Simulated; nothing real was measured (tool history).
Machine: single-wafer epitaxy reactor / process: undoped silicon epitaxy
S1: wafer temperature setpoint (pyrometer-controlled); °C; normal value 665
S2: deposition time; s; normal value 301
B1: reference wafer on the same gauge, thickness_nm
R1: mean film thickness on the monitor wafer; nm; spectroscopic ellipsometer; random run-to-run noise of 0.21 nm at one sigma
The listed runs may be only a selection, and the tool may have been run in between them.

| run | hour | S1 | S2 | B1 | R1 |
|---|---|---|---|---|---|
| 1 | 0 | 665 | 301 | 74.1 | 64.579 |
| 2 | 16 | 676 | 265 | 73.983 | 73.276 |
| 3 | 27 | 676 | 265 | 74.062 | 73.883 |
| 4 | 39.3 | 655 | 329 | 74.11 | 55.076 |
| 5 | 86.5 | 665 | 301 | 74.065 | 64.488 |
| 6 | 100.8 | 665 | 301 | 74.088 | 64.093 |
| 7 | 112 | 665 | 301 | 74.072 | 64.025 |
| 8 | 122.7 | 671 | 301 | 74.202 | 74.131 |
| 9 | 132 | 665 | 301 | 74.126 | 63.906 |
| 10 | 141.1 | 665 | 301 | 74.159 | 63.936 |
| 11 | 156.2 | 665 | 301 | 74.07 | 63.359 |
| 12 | 171.2 | 654 | 301 | 74.104 | 48.443 |
| 13 | 185.2 | 673 | 331 | 74.181 | 84.409 |
| 14 | 192.1 | 660 | 333 | 74.159 | 61.883 |
| 15 | 209.8 | 670 | 301 | 74.174 | 71.489 |
| 16 | 226 | 665 | 276 | 74.023 | 63.632 |
| 17 | 238.6 | 665 | 301 | 74.093 | 68.963 |
| 18 | 251.3 | 659 | 245 | 74.001 | 48.613 |
| 19 | 281.3 | 676 | 251 | 74.156 | 74.593 |
| 20 | 294 | 653 | 351 | 74.082 | 60.275 |
| 21 | 305.5 | 656 | 353 | 74.021 | 65.068 |
| 22 | 316.8 | 665 | 279 | 74.076 | 63.85 |
| 23 | 330.1 | 671 | 301 | 74.086 | 79.805 |

Not shown here: 2 entries made in the log between runs. Locate each between two listed runs and compare the hidden state at the listed run before it with the hidden state at the listed run after it:
Between runs 8 and 9: gauge calibrated (hour 124.9)
  wafer temperature above the value expected at the setpoint (K): -2.93 -> -2.97
  measured minus no-state result, R1: -5.353 -> -4.743 nm
Between runs 15 and 16: pyrometer calibrated (hour 224)
  wafer temperature above the value expected at the setpoint (K): -3.27 -> 0.274
  measured minus no-state result, R1: -5.801 -> +0.418 nm

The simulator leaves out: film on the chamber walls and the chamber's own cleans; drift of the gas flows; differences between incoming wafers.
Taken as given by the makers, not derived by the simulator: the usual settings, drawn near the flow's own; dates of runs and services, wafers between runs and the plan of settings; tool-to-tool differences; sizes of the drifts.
